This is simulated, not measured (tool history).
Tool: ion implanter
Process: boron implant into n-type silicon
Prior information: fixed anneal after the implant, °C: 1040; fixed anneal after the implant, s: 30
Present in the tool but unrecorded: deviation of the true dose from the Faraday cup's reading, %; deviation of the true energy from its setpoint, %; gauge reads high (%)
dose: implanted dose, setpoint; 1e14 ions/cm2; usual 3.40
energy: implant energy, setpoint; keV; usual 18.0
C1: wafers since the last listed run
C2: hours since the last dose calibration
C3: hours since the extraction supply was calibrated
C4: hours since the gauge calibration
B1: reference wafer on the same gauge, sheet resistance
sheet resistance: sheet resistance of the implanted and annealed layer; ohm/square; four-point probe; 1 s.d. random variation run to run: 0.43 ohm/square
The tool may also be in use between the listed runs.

{"run": 1, "day": 0.0, "dose": 2.87, "energy": 18.0, "C1": 0, "C2": 2168.3, "C3": 2098.2, "C4": 112.2, "B1": 301.94, "sheet resistance": 338.5}
{"run": 2, "day": 0.388, "dose": 2.87, "energy": 18.0, "C1": 158, "C2": 2177.6, "C3": 2107.5, "C4": 121.5, "B1": 302.11, "sheet resistance": 339.11}
{"run": 3, "day": 0.983, "dose": 3.4, "energy": 18.0, "C1": 243, "C2": 2191.9, "C3": 2121.8, "C4": 135.8, "B1": 302.03, "sheet resistance": 295.35}
{"run": 4, "day": 1.729, "dose": 3.4, "energy": 18.0, "C1": 305, "C2": 2209.8, "C3": 2139.7, "C4": 153.7, "B1": 301.93, "sheet resistance": 294.49}
{"run": 5, "day": 1.996, "dose": 3.75, "energy": 18.0, "C1": 109, "C2": 2216.2, "C3": 2146.1, "C4": 160.1, "B1": 302.1, "sheet resistance": 272.35}
{"run": 6, "day": 2.646, "dose": 3.88, "energy": 20.0, "C1": 265, "C2": 2231.8, "C3": 2161.7, "C4": 175.7, "B1": 302.03, "sheet resistance": 262.22}
{"run": 7, "day": 3.296, "dose": 3.88, "energy": 20.0, "C1": 265, "C2": 2247.4, "C3": 2177.3, "C4": 191.3, "B1": 302.01, "sheet resistance": 262.95}
{"run": 8, "day": 4.012, "dose": 3.4, "energy": 18.0, "C1": 293, "C2": 2264.6, "C3": 2194.5, "C4": 208.5, "B1": 302.07, "sheet resistance": 296.04}
{"run": 9, "day": 4.638, "dose": 3.4, "energy": 18.0, "C1": 255, "C2": 2279.6, "C3": 2209.5, "C4": 223.5, "B1": 301.93, "sheet resistance": 295.85}
{"day": 5.338, "done": "extraction supply calibrated"}
{"run": 10, "day": 5.358, "dose": 3.4, "energy": 18.0, "C1": 158, "C2": 2296.9, "C3": 0.5, "C4": 240.8, "B1": 302.02, "sheet resistance": 296.01}
{"run": 11, "day": 5.625, "dose": 2.95, "energy": 18.0, "C1": 109, "C2": 2303.3, "C3": 6.9, "C4": 247.2, "B1": 301.95, "sheet resistance": 332.21}
{"run": 12, "day": 6.042, "dose": 2.95, "energy": 18.0, "C1": 170, "C2": 2313.3, "C3": 16.9, "C4": 257.2, "B1": 302.02, "sheet resistance": 332.26}
{"day": 6.412, "done": "gauge calibrated"}
{"run": 13, "day": 7.192, "dose": 3.01, "energy": 18.0, "C1": 470, "C2": 2340.9, "C3": 44.5, "C4": 18.7, "B1": 301.95, "sheet resistance": 327.35}
{"run": 14, "day": 8.683, "dose": 3.01, "energy": 18.0, "C1": 610, "C2": 2376.7, "C3": 80.3, "C4": 54.5, "B1": 302.07, "sheet resistance": 327.76}
{"day": 9.383, "done": "Faraday cup replaced and dose calibrated"}
{"run": 15, "day": 9.404, "dose": 4.31, "energy": 20.0, "C1": 158, "C2": 0.5, "C3": 97.6, "C4": 71.8, "B1": 301.94, "sheet resistance": 231.63}
{"run": 16, "day": 9.75, "dose": 3.4, "energy": 23.0, "C1": 141, "C2": 8.8, "C3": 105.9, "C4": 80.1, "B1": 301.96, "sheet resistance": 277.36}
{"run": 17, "day": 10.217, "dose": 3.9, "energy": 18.0, "C1": 190, "C2": 20.0, "C3": 117.1, "C4": 91.3, "B1": 301.97, "sheet resistance": 253.77}
{"run": 18, "day": 10.629, "dose": 2.4, "energy": 18.0, "C1": 168, "C2": 29.9, "C3": 127.0, "C4": 101.2, "B1": 302.04, "sheet resistance": 378.38}
{"run": 19, "day": 11.208, "dose": 2.87, "energy": 18.0, "C1": 236, "C2": 43.8, "C3": 140.9, "C4": 115.1, "B1": 301.98, "sheet resistance": 326.75}
{"run": 20, "day": 11.942, "dose": 4.02, "energy": 14.5, "C1": 299, "C2": 61.4, "C3": 158.5, "C4": 132.7, "B1": 301.94, "sheet resistance": 254.02}
{"run": 21, "day": 12.342, "dose": 3.93, "energy": 16.5, "C1": 163, "C2": 71.0, "C3": 168.1, "C4": 142.3, "B1": 301.94, "sheet resistance": 255.15}
{"run": 22, "day": 12.621, "dose": 4.11, "energy": 21.0, "C1": 114, "C2": 77.7, "C3": 174.8, "C4": 149.0, "B1": 301.96, "sheet resistance": 239.54}
{"run": 23, "day": 13.208, "dose": 3.03, "energy": 18.0, "C1": 240, "C2": 91.8, "C3": 188.9, "C4": 163.1, "B1": 301.99, "sheet resistance": 312.73}
{"run": 24, "day": 13.858, "dose": 2.76, "energy": 22.5, "C1": 265, "C2": 107.4, "C3": 204.5, "C4": 178.7, "B1": 302.09, "sheet resistance": 329.95}
{"run": 25, "day": 15.179, "dose": 3.4, "energy": 24.0, "C1": 540, "C2": 139.1, "C3": 236.2, "C4": 210.4, "B1": 302.01, "sheet resistance": 276.17}
{"run": 26, "day": 15.662, "dose": 3.11, "energy": 21.5, "C1": 197, "C2": 150.7, "C3": 247.8, "C4": 222.0, "B1": 301.99, "sheet resistance": 300.02}
{"day": 15.967, "done": "gauge calibrated"}
{"run": 27, "day": 16.121, "dose": 3.4, "energy": 18.0, "C1": 187, "C2": 161.7, "C3": 258.8, "C4": 3.7, "B1": 302.06, "sheet resistance": 284.22}
{"run": 28, "day": 16.738, "dose": 3.4, "energy": 18.0, "C1": 252, "C2": 176.5, "C3": 273.6, "C4": 18.5, "B1": 301.96, "sheet resistance": 283.73}

Each row is a separate what-if for the run after 28, all from the same tool condition, not one after another. Results?
{"run": "A", "day": 16.754, "dose": 3.4, "energy": 18.0, "C1": 6, "C2": 176.9, "C3": 274.0, "C4": 18.9, "B1": "?", "sheet resistance": "?"}
{"run": "B", "day": 16.754, "dose": 3.07, "energy": 23.5, "C1": 6, "C2": 176.9, "C3": 274.0, "C4": 18.9, "B1": "?", "sheet resistance": "?"}
{"run": "C", "day": 16.754, "dose": 4.34, "energy": 18.0, "C1": 6, "C2": 176.9, "C3": 274.0, "C4": 18.9, "B1": "?", "sheet resistance": "?"}
{"run": "D", "day": 16.754, "dose": 4.07, "energy": 14.5, "C1": 6, "C2": 176.9, "C3": 274.0, "C4": 18.9, "B1": "?", "sheet resistance": "?"}
{"run": "E", "day": 16.754, "dose": 4.19, "energy": 23.5, "C1": 6, "C2": 176.9, "C3": 274.0, "C4": 18.9, "B1": "?", "sheet resistance": "?"}

run=A B1=302.06 sheet_resistance=284.48
run=B B1=302.06 sheet_resistance=300.70
run=C B1=302.06 sheet_resistance=232.90
run=D B1=302.06 sheet_resistance=251.33
run=E B1=302.06 sheet_resistance=232.82
Without the tool's unlogged condition, the same runs would have read:
run=A sheet_resistance=283.98
run=B sheet_resistance=300.17
run=C sheet_resistance=232.49
run=D sheet_resistance=250.89
run=E sheet_resistance=232.42
